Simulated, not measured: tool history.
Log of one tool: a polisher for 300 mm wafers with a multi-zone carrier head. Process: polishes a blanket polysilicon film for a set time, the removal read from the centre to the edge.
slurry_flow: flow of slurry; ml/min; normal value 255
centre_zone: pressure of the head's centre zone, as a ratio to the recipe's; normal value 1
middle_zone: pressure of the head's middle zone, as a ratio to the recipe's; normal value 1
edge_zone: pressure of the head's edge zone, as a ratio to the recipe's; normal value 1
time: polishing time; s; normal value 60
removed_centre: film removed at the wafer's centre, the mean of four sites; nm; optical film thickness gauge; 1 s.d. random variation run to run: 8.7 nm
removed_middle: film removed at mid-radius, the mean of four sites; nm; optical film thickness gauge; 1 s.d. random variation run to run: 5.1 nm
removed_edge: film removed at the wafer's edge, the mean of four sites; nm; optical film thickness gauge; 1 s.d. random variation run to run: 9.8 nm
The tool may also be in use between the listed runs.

| run | hour | slurry_flow | centre_zone | middle_zone | edge_zone | time | incoming thickness of the incoming film, nm | removed_centre | removed_middle | removed_edge |
|---|---|---|---|---|---|---|---|---|---|---|
| 1 | 0 | 255 | 1 | 1 | 1 | 60 | 1727 | 572.9 | 568.7 | 604.2 |
|  | 36.9 | worn pad replaced by a new one, repeated, since the last time left the tool worse |
| 2 | 63.4 | 255 | 1 | 1 | 1 | 77 | 1743.4 | 844.5 | 862.3 | 882 |
| 3 | 167.1 | 255 | 1 | 1 | 1 | 60 | 1738.8 | 646.7 | 662.6 | 672.1 |
| 4 | 241.8 | 255 | 1 | 1 | 1 | 60 | 1720.6 | 643.7 | 641.2 | 680.5 |
|  | 313.5 | carrier head's membrane replaced by a new one |
| 5 | 349.3 | 255 | 1 | 1 | 1 | 50 | 1749.8 | 522.7 | 536.4 | 544 |
|  | 362.8 | edge zone pressure recalibrated |
| 6 | 405.7 | 230 | 0.94 | 1 | 1 | 60 | 1751.2 | 597.1 | 638.1 | 648.1 |
|  | 438.2 | slurry nozzle cleaned |
| 7 | 500 | 255 | 1 | 1 | 0.96 | 60 | 1773.9 | 632.3 | 639.8 | 634.2 |
| 8 | 591.4 | 165 | 0.92 | 1 | 1 | 60 | 1723.1 | 546.7 | 614.7 | 631.7 |
| 9 | 637.2 | 255 | 1 | 1.05 | 0.96 | 60 | 1739.1 | 635.5 | 659.1 | 649.9 |
|  | 696.2 | worn pad replaced by a new one |
| 10 | 744.8 | 255 | 1 | 1 | 1 | 60 | 1742.8 | 651.6 | 658.6 | 662.3 |
|  | 780.8 | centre zone pressure recalibrated |
| 11 | 784.7 | 255 | 1 | 1 | 1 | 60 | 1714.2 | 645.1 | 652 | 684.5 |
| 12 | 845.6 | 255 | 0.91 | 1 | 1 | 60 | 1730.5 | 585.8 | 640.5 | 667.5 |
| 13 | 948.9 | 255 | 1 | 1 | 1 | 60 | 1718.8 | 629.2 | 638.7 | 670.4 |
| 14 | 993.5 | 210 | 1 | 1 | 1 | 52 | 1742.6 | 538.8 | 539 | 569.4 |
|  | 1027.7 | slurry nozzle cleaned |
| 15 | 1049 | 185 | 1 | 1.07 | 1.04 | 40 | 1761.1 | 409.7 | 437.4 | 426.2 |
| 16 | 1098.6 | 325 | 1 | 1 | 1.04 | 60 | 1749.4 | 643.3 | 641 | 659.4 |
| 17 | 1179.9 | 285 | 1 | 0.95 | 1 | 81 | 1710.4 | 855.6 | 811.7 | 873.6 |
| 18 | 1242.4 | 165 | 0.96 | 1 | 1 | 60 | 1742.6 | 563.1 | 599.3 | 643.3 |
| 19 | 1325.7 | 210 | 1 | 1 | 1 | 60 | 1770.5 | 615.4 | 622.1 | 644.4 |
|  | 1348.2 | worn pad replaced by a new one |
| 20 | 1369.6 | 330 | 1 | 0.93 | 1 | 60 | 1754.4 | 651.2 | 633.3 | 701.4 |
| 21 | 1465.6 | 255 | 1 | 1.05 | 0.9 | 70 | 1708.2 | 759 | 788.2 | 731.7 |
| 22 | 1567.2 | 280 | 1.09 | 1 | 1.09 | 50 | 1761.4 | 583.7 | 534.3 | 576.4 |

4 ways to go on from here, each from the tool as it stands after run 22. What would each give?
| A | 1567.6 | 255 | 1 | 1 | 1 | 67 | 1760.2 | ? | ? | ? |
| B | 1567.6 | 255 | 1 | 1 | 1 | 68 | 1760.2 | ? | ? | ? |
| C | 1567.6 | 280 | 1 | 1 | 1 | 45 | 1760.2 | ? | ? | ? |
| D | 1567.6 | 255 | 0.94 | 1 | 1.11 | 60 | 1760.2 | ? | ? | ? |

| run | removed_centre | removed_middle | removed_edge |
|---|---|---|---|
| A | 705.5 | 721.4 | 740.3 |
| B | 716 | 732.2 | 751.4 |
| C | 477.4 | 487.9 | 499.8 |
| D | 597.5 | 646.1 | 698.2 |
Take away the tool's hidden state, keep each run's random variation, and the runs would have read:
| run | removed_centre | removed_middle | removed_edge |
|---|---|---|---|
| A | 738.6 | 755.3 | 775 |
| B | 749.6 | 766.5 | 786.6 |
| C | 499.8 | 510.7 | 523.2 |
| D | 625.6 | 676.4 | 730.9 |
